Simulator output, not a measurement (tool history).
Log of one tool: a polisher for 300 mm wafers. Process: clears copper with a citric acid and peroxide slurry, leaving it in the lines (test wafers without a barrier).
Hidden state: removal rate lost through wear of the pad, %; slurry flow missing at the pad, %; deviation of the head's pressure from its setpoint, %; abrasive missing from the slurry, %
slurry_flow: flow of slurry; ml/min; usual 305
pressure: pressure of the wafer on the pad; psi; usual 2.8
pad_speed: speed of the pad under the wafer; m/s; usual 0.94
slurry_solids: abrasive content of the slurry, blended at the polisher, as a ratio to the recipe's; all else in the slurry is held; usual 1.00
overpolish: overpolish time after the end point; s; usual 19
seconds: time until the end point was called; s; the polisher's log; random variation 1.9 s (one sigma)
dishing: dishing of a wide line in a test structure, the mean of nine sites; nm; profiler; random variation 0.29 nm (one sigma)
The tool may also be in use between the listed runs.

run    hour  slurry_flow  pressure  pad_speed  slurry_solids  overpolish  wafers since the last listed run  wafers polished on this pad  hours since the slurry nozzle was cleaned  hours since the head pressure was calibrated  hours since the slurry blender was calibrated  incoming thickness of the incoming film, nm  seconds  dishing
  1     0.0          265       2.8       0.94           1.00          19                                 0                          149                                      578.3                                        1029.8                                          246.5                                        310.8    173.3     21.5
  2    47.7          265       2.8       0.94           1.00          19                               238                          387                                      626.0                                        1077.5                                          294.2                                        308.2    174.8     21.6
      110.3  -- slurry nozzle cleaned
      131.8  -- head pressure recalibrated
      329.8  -- slurry blender recalibrated
  3   342.2          305       2.8       0.94           1.00          19                              1446                         1834                                      231.9                                         210.4                                           12.4                                        311.6    171.5     21.5
  4   436.8          305       2.8       0.94           1.00          19                               472                         2307                                      326.5                                         305.0                                          107.0                                        310.4    170.4     21.7
  5   531.1          305       2.8       0.94           1.00          19                               471                         2778                                      420.8                                         399.3                                          201.3                                        316.2    173.8     21.6
  6   579.9          305       2.8       0.94           1.00          19                               243                         3022                                      469.6                                         448.1                                          250.1                                        309.4    169.0     22.2
      638.0  -- worn pad replaced by a new one
  7   646.1          385       2.8       0.78           1.00          19                               310                           40                                      535.8                                         514.3                                          316.3                                        309.5    195.2     19.2
      729.8  -- slurry nozzle cleaned
  8   734.9          260       2.8       1.14           1.00          28                               438                          479                                        5.1                                         603.1                                          405.1                                        310.0    146.8     30.2
  9   822.2          235       2.5       0.80           1.00          25                               436                          915                                       92.4                                         690.4                                          492.4                                        310.7    227.5     21.6
      893.5  -- slurry blender recalibrated
 10   912.1          245       2.8       1.24           1.00          19                               439                         1354                                      182.3                                         780.3                                           18.6                                        304.8    131.4     25.5
 11   993.4          305       2.8       0.94           1.00          19                               406                         1761                                      263.6                                         861.6                                           99.9                                        307.5    170.5     21.5
 12  1035.2          265       2.8       0.94           0.70          19                               208                         1970                                      305.4                                         903.4                                          141.7                                        313.8    191.4     19.9
 13  1097.4          305       2.8       0.94           1.00          19                               310                         2280                                      367.6                                         965.6                                          203.9                                        311.0    172.7     21.7
 14  1153.6          305       2.5       0.94           1.00          30                               280                         2561                                      423.8                                        1021.8                                          260.1                                        311.9    191.1     27.5
     1230.0  -- worn pad replaced by a new one
 15  1249.8          250       2.4       0.94           0.85          28                               460                           99                                      520.0                                        1118.0                                          356.3                                        308.1    205.0     24.3

The next listed run, before its measurement:
     1286.9  -- head pressure recalibrated
 16  1317.5          235       2.8       0.94           1.00          19                               328                          427                                      587.7                                          30.6                                          424.0                                        311.1        ?        ?

seconds: 177.3 s
dishing: 21.6 nm
Without the tool's hidden state the same run would have given seconds 177.3 s, dishing 21.6 nm.
